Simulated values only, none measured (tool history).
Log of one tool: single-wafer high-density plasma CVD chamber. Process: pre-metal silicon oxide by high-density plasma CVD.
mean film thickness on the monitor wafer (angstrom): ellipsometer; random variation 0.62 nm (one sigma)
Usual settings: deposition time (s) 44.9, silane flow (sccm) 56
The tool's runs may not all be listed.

run,hour,deposition time (s),silane flow (sccm),"read-back reference wafer on the same gauge, thickness_nm",mean film thickness on the monitor wafer (angstrom)
1,0.0,44.9,56,209.082,2507.03
2,14.1,44.9,56,209.024,2513.69
3,37.7,44.9,56,209.056,2523.44
4,67.6,44.9,56,208.919,2518.74
5,88.1,44.9,49,208.778,2208.57
6,121.7,44.9,49,209.100,2213.23
7,144.9,44.9,49,208.769,2206.78
8,170.7,44.9,59,209.124,2667.80
9,198.2,42.7,56,208.957,2406.52
10,231.6,42.7,56,208.952,2410.21
11,249.6,38.6,56,209.164,2180.34
12,276.4,51.1,62,209.131,3197.14
13,306.2,51.7,61,209.052,3192.00

What does the tool deliver on the next run?
14,334.4,37.7,56,?,?

Run 14 gave read-back reference wafer on the same gauge, thickness_nm 208.940, mean film thickness on the monitor wafer (angstrom) 2131.76.
If the tool had no hidden condition, the same run with the same run-to-run variation would have returned mean film thickness on the monitor wafer (angstrom) 2040.73.

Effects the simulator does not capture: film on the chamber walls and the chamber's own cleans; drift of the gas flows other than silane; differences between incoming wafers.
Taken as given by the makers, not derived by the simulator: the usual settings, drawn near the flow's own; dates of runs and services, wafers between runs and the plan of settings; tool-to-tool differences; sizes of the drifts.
